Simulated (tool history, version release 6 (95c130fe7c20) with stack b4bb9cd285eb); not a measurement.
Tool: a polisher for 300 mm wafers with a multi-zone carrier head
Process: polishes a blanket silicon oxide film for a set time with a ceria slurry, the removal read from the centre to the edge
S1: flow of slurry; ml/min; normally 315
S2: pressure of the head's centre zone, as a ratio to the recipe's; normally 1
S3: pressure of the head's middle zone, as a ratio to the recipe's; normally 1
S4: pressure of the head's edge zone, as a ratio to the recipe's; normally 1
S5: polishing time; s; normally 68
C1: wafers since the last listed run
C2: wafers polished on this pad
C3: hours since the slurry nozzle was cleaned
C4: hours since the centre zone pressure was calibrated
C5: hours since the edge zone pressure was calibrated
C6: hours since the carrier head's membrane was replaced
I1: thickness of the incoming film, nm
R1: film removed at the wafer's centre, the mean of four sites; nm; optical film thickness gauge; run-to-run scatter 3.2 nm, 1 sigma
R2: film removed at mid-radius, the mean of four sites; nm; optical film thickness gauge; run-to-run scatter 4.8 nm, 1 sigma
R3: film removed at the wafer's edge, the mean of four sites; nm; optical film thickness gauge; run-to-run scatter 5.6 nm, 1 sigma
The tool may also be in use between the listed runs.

run    hour   S1    S2    S3    S4  S5    C1    C2     C3     C4      C5      C6      I1     R1     R2     R3
  1       0  315     1     1     1  54     0   909    240  100.3     664  1291.3  1232.9  332.4  328.5  332.8
  2    47.9  390     1     1     1  68   407  1317  287.9  148.2   711.9  1339.2  1223.5  428.5  427.2  428.3
  3   103.2  390     1     1     1  68   470  1787  343.2  203.5   767.2  1394.5    1236  425.6  423.4  428.2
      115.6  -- worn pad replaced by a new one
  4   156.6  275     1     1     1  82   419   348  396.6  256.9   820.6  1447.9  1235.5  487.3  479.1  499.1
  5   216.6  315     1     1     1  68   510   858  456.6  316.9   880.6  1507.9  1206.4  400.9  394.5  415.7
      293.7  -- slurry nozzle cleaned
  6   300.4  315     1     1     1  68   703  1562    6.7  400.7   964.4  1591.7  1216.9  425.9  412.5  428.8
      306.6  -- worn pad replaced by a new one, of another model than before
  7   394.6  315     1     1     1  68   766   747  100.9  494.9  1058.6  1685.9  1215.8  422.6  407.4  426.1
      415.7  -- carrier head's membrane replaced by a new one
  8   476.9  315  0.95  1.06     1  68   657  1404  183.2  577.2  1140.9    61.2  1218.7  396.8  435.2  435.3
      489.4  -- worn pad replaced by a new one
  9   542.1  315     1     1  1.11  50   520   447  248.4  642.4  1206.1   126.4  1227.4  305.8  303.7  333.1
      584.8  -- edge zone pressure recalibrated
      630.5  -- centre zone pressure recalibrated
 10   639.4  315     1     1  1.11  50   793  1241  345.7    8.9    54.6   223.7  1218.6  293.7  292.4  329.1
 11   702.3  315  0.95  1.06     1  68   534  1775  408.6   71.8   117.5   286.6  1216.9  377.5  415.4  407.4
      708.8  -- worn pad replaced by a new one
 12   748.3  370  0.95  1.04     1  68   357   336  454.6  117.8   163.5   332.6  1218.5  378.5  406.5  419.6
      755.4  -- slurry nozzle cleaned
 13     811  405  0.88     1     1  78   524   860   55.6  180.5   226.2   395.3  1197.3  440.9    484  506.1
      923.9  -- worn pad replaced by a new one
 14  1003.7  260  1.09     1  0.96  68  1604   678  248.3  373.2   418.9     588  1220.7  432.6  403.2  403.8
 15  1066.5  210     1     1     1  81   533  1212  311.1    436   481.7   650.8  1232.9  429.4  433.8  465.9

Here are 5 independent what-if runs from the current tool condition. What would each one return?
  A  1066.9  315     1     1   1  68   3  1215  311.5  436.4  482.1  651.2  1219.5   ?   ?   ?
  B  1066.9  370     1     1   1  68   3  1215  311.5  436.4  482.1  651.2  1219.5   ?   ?   ?
  C  1066.9  255     1  1.04   1  68   3  1215  311.5  436.4  482.1  651.2  1219.5   ?   ?   ?
  D  1066.9  280  1.03     1   1  68   3  1215  311.5  436.4  482.1  651.2  1219.5   ?   ?   ?
  E  1066.9  315  1.05     1   1  53   3  1215  311.5  436.4  482.1  651.2  1219.5   ?   ?   ?

run     R1     R2     R3
  A  412.4  396.7  416.1
  B  424.2  406.8  424.1
  C  391.1  391.1  401.6
  D  413.7  387.3  408.8
  E  337.6  309.1  324.3
With the hidden condition removed and each run's random variation left untouched, the same runs would have given:
run     R1     R2     R3
  A    428  410.2  426.7
  B    437  417.9  432.9
  C  411.8  409.4  415.4
  D  432.4  402.9  421.1
  E  350.4  319.6  332.6

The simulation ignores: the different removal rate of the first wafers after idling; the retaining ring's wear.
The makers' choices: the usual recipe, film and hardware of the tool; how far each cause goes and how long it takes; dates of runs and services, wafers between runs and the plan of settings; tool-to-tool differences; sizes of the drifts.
